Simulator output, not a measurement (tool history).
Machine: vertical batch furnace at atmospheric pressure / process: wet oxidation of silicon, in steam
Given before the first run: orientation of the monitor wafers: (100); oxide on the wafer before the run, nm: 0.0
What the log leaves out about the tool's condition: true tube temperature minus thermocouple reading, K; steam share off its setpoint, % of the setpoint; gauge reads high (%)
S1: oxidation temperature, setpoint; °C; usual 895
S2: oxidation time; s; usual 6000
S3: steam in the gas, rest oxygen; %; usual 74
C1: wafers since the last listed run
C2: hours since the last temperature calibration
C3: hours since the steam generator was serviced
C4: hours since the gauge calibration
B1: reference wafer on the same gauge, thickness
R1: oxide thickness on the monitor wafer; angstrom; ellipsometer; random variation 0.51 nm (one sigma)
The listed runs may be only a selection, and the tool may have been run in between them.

run 1 hour=0.0 | S1=895 S2=6000 S3=74 | C1=0 C2=1677.5 C3=3277.4 C4=2067.1 | B1=189.05 | R1=1856.6
run 2 hour=45.1 | S1=895 S2=6000 S3=74 | C1=469 C2=1722.6 C3=3322.5 C4=2112.2 | B1=189.11 | R1=1862.8
run 3 hour=88.4 | S1=885 S2=3960 S3=74 | C1=450 C2=1765.9 C3=3365.8 C4=2155.5 | B1=188.93 | R1=1099.6
run 4 hour=149.2 | S1=895 S2=6000 S3=74 | C1=632 C2=1826.7 C3=3426.6 C4=2216.3 | B1=189.14 | R1=1869.7
-- hour=212.3 gauge calibrated
run 5 hour=221.1 | S1=895 S2=6000 S3=74 | C1=748 C2=1898.6 C3=3498.5 C4=8.8 | B1=188.91 | R1=1866.4
run 6 hour=286.6 | S1=907 S2=6000 S3=74 | C1=681 C2=1964.1 C3=3564.0 C4=74.3 | B1=188.90 | R1=2195.7
-- hour=333.4 steam generator serviced
run 7 hour=344.5 | S1=907 S2=6000 S3=74 | C1=352 C2=2022.0 C3=11.1 C4=132.2 | B1=189.02 | R1=2187.2
run 8 hour=397.6 | S1=895 S2=6000 S3=74 | C1=552 C2=2075.1 C3=64.2 C4=185.3 | B1=189.03 | R1=1888.1
run 9 hour=505.4 | S1=895 S2=4470 S3=74 | C1=1121 C2=2182.9 C3=172.0 C4=293.1 | B1=189.07 | R1=1442.1
run 10 hour=534.1 | S1=895 S2=4470 S3=74 | C1=298 C2=2211.6 C3=200.7 C4=321.8 | B1=189.06 | R1=1451.4
-- hour=561.1 thermocouples replaced and temperature profile calibrated
run 11 hour=572.3 | S1=895 S2=4470 S3=74 | C1=147 C2=11.2 C3=238.9 C4=360.0 | B1=189.07 | R1=1461.1
run 12 hour=618.0 | S1=895 S2=6000 S3=80 | C1=475 C2=56.9 C3=284.6 C4=405.7 | B1=189.14 | R1=2044.8
run 13 hour=651.4 | S1=886 S2=6000 S3=74 | C1=347 C2=90.3 C3=318.0 C4=439.1 | B1=189.13 | R1=1669.9
run 14 hour=685.7 | S1=895 S2=6000 S3=74 | C1=356 C2=124.6 C3=352.3 C4=473.4 | B1=189.15 | R1=1901.3
run 15 hour=709.8 | S1=895 S2=6000 S3=74 | C1=250 C2=148.7 C3=376.4 C4=497.5 | B1=188.94 | R1=1907.9
run 16 hour=735.3 | S1=913 S2=6000 S3=81 | C1=265 C2=174.2 C3=401.9 C4=523.0 | B1=189.03 | R1=2567.2
run 17 hour=785.0 | S1=913 S2=6000 S3=81 | C1=517 C2=223.9 C3=451.6 C4=572.7 | B1=188.89 | R1=2573.2
run 18 hour=853.8 | S1=889 S2=6000 S3=74 | C1=715 C2=292.7 C3=520.4 C4=641.5 | B1=188.93 | R1=1745.0
run 19 hour=925.5 | S1=895 S2=3270 S3=64 | C1=746 C2=364.4 C3=592.1 C4=713.2 | B1=188.96 | R1=959.1
run 20 hour=993.5 | S1=895 S2=6000 S3=74 | C1=707 C2=432.4 C3=660.1 C4=781.2 | B1=188.95 | R1=1919.8
run 21 hour=1034.2 | S1=915 S2=7110 S3=81 | C1=423 C2=473.1 C3=700.8 C4=821.9 | B1=188.85 | R1=3026.1
-- hour=1086.0 thermocouples replaced and temperature profile calibrated, repeated, since the last time left the tool worse
run 22 hour=1086.5 | S1=895 S2=6000 S3=83 | C1=294 C2=0.5 C3=753.1 C4=874.2 | B1=189.02 | R1=2027.4
run 23 hour=1108.6 | S1=919 S2=6000 S3=74 | C1=229 C2=22.6 C3=775.2 C4=896.3 | B1=188.90 | R1=2454.3
run 24 hour=1151.9 | S1=915 S2=6000 S3=66 | C1=450 C2=65.9 C3=818.5 C4=939.6 | B1=188.83 | R1=2152.1
run 25 hour=1195.9 | S1=895 S2=6870 S3=74 | C1=457 C2=109.9 C3=862.5 C4=983.6 | B1=188.94 | R1=2058.6
run 26 hour=1253.6 | S1=912 S2=3510 S3=65 | C1=600 C2=167.6 C3=920.2 C4=1041.3 | B1=188.99 | R1=1275.7
run 27 hour=1315.0 | S1=874 S2=5220 S3=64 | C1=638 C2=229.0 C3=981.6 C4=1102.7 | B1=189.21 | R1=1022.6
run 28 hour=1378.0 | S1=895 S2=6000 S3=74 | C1=655 C2=292.0 C3=1044.6 C4=1165.7 | B1=188.88 | R1=1828.6
run 29 hour=1421.2 | S1=888 S2=6000 S3=83 | C1=449 C2=335.2 C3=1087.8 C4=1208.9 | B1=188.94 | R1=1824.9
run 30 hour=1563.9 | S1=895 S2=6000 S3=74 | C1=1484 C2=477.9 C3=1230.5 C4=1351.6 | B1=189.16 | R1=1836.9
run 31 hour=1611.3 | S1=907 S2=6900 S3=68 | C1=493 C2=525.3 C3=1277.9 C4=1399.0 | B1=188.81 | R1=2265.9
run 32 hour=1669.8 | S1=882 S2=6000 S3=74 | C1=608 C2=583.8 C3=1336.4 C4=1457.5 | B1=188.87 | R1=1519.6
run 33 hour=1732.3 | S1=877 S2=6000 S3=78 | C1=650 C2=646.3 C3=1398.9 C4=1520.0 | B1=188.96 | R1=1477.2
run 34 hour=1787.3 | S1=918 S2=4740 S3=81 | C1=572 C2=701.3 C3=1453.9 C4=1575.0 | B1=189.07 | R1=2152.1
run 35 hour=1831.8 | S1=895 S2=4920 S3=74 | C1=463 C2=745.8 C3=1498.4 C4=1619.5 | B1=188.99 | R1=1542.5
run 36 hour=1856.8 | S1=914 S2=6000 S3=74 | C1=260 C2=770.8 C3=1523.4 C4=1644.5 | B1=188.99 | R1=2353.7
run 37 hour=1894.9 | S1=895 S2=6000 S3=74 | C1=396 C2=808.9 C3=1561.5 C4=1682.6 | B1=188.84 | R1=1837.8
run 38 hour=1958.1 | S1=876 S2=8040 S3=81 | C1=657 C2=872.1 C3=1624.7 C4=1745.8 | B1=188.97 | R1=1967.6
run 39 hour=2026.9 | S1=895 S2=7200 S3=80 | C1=715 C2=940.9 C3=1693.5 C4=1814.6 | B1=188.92 | R1=2308.3

Branching from run 39: 3 alternative next runs. What would each branch give?
run A hour=2032.0 | S1=871 S2=6000 S3=74 | C1=53 C2=946.0 C3=1698.6 C4=1819.7 | B1=? | R1=?
run B hour=2032.0 | S1=895 S2=6000 S3=65 | C1=53 C2=946.0 C3=1698.6 C4=1819.7 | B1=? | R1=?
run C hour=2032.0 | S1=895 S2=3000 S3=85 | C1=53 C2=946.0 C3=1698.6 C4=1819.7 | B1=? | R1=?

run=A B1=189.24 R1=1281.3
run=B B1=189.24 R1=1643.1
run=C B1=189.24 R1=1116.5
Had the tool no hidden state, the same runs would have come out as:
run=A R1=1270.0
run=B R1=1630.1
run=C R1=1107.2
